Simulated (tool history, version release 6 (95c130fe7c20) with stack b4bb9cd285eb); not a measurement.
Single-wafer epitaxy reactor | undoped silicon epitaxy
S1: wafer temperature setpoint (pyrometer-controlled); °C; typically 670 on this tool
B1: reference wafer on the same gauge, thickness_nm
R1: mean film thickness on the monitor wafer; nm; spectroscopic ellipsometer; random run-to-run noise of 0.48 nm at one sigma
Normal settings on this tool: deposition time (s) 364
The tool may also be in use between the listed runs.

{"run": 1, "hour": 0.0, "S1": 670, "deposition time (s)": 364, "B1": 98.886, "R1": 85.795}
{"run": 2, "hour": 32.4, "S1": 670, "deposition time (s)": 364, "B1": 98.882, "R1": 85.96}
{"run": 3, "hour": 58.3, "S1": 670, "deposition time (s)": 364, "B1": 98.866, "R1": 85.333}
{"run": 4, "hour": 93.9, "S1": 670, "deposition time (s)": 364, "B1": 98.915, "R1": 85.699}
{"run": 5, "hour": 106.5, "S1": 670, "deposition time (s)": 364, "B1": 98.895, "R1": 85.898}
{"run": 6, "hour": 140.0, "S1": 670, "deposition time (s)": 364, "B1": 98.849, "R1": 85.379}
{"run": 7, "hour": 158.9, "S1": 670, "deposition time (s)": 364, "B1": 98.903, "R1": 85.57}
{"hour": 173.3, "done": "gauge calibrated"}
{"run": 8, "hour": 183.9, "S1": 675, "deposition time (s)": 364, "B1": 98.898, "R1": 93.543}
{"run": 9, "hour": 218.1, "S1": 675, "deposition time (s)": 364, "B1": 98.846, "R1": 93.676}
{"run": 10, "hour": 234.2, "S1": 674, "deposition time (s)": 408, "B1": 98.898, "R1": 103.702}
{"run": 11, "hour": 263.0, "S1": 679, "deposition time (s)": 304, "B1": 98.818, "R1": 84.238}
{"hour": 287.0, "done": "pyrometer calibrated"}
{"run": 12, "hour": 287.5, "S1": 670, "deposition time (s)": 364, "B1": 98.814, "R1": 85.319}
{"run": 13, "hour": 301.5, "S1": 681, "deposition time (s)": 294, "B1": 98.904, "R1": 85.569}
{"run": 14, "hour": 328.4, "S1": 656, "deposition time (s)": 384, "B1": 98.74, "R1": 69.885}
{"run": 15, "hour": 350.6, "S1": 675, "deposition time (s)": 364, "B1": 98.861, "R1": 94.884}
{"run": 16, "hour": 380.3, "S1": 684, "deposition time (s)": 344, "B1": 98.858, "R1": 106.098}
{"hour": 381.9, "done": "gauge calibrated"}
{"run": 17, "hour": 414.2, "S1": 681, "deposition time (s)": 334, "B1": 98.93, "R1": 96.097}
{"run": 18, "hour": 431.3, "S1": 674, "deposition time (s)": 300, "B1": 98.913, "R1": 75.831}

Forecast each of these 3 alternatives for the next run:
{"run": "A", "hour": 431.8, "S1": 670, "deposition time (s)": 364, "B1": "?", "R1": "?"}
{"run": "B", "hour": 431.8, "S1": 680, "deposition time (s)": 337, "B1": "?", "R1": "?"}
{"run": "C", "hour": 431.8, "S1": 666, "deposition time (s)": 364, "B1": "?", "R1": "?"}

run=A B1=99.066 R1=85.955
run=B B1=99.066 R1=95.463
run=C B1=99.066 R1=79.843
Without the tool's hidden state the same runs would have given:
run=A R1=85.955
run=B R1=95.463
run=C R1=79.843

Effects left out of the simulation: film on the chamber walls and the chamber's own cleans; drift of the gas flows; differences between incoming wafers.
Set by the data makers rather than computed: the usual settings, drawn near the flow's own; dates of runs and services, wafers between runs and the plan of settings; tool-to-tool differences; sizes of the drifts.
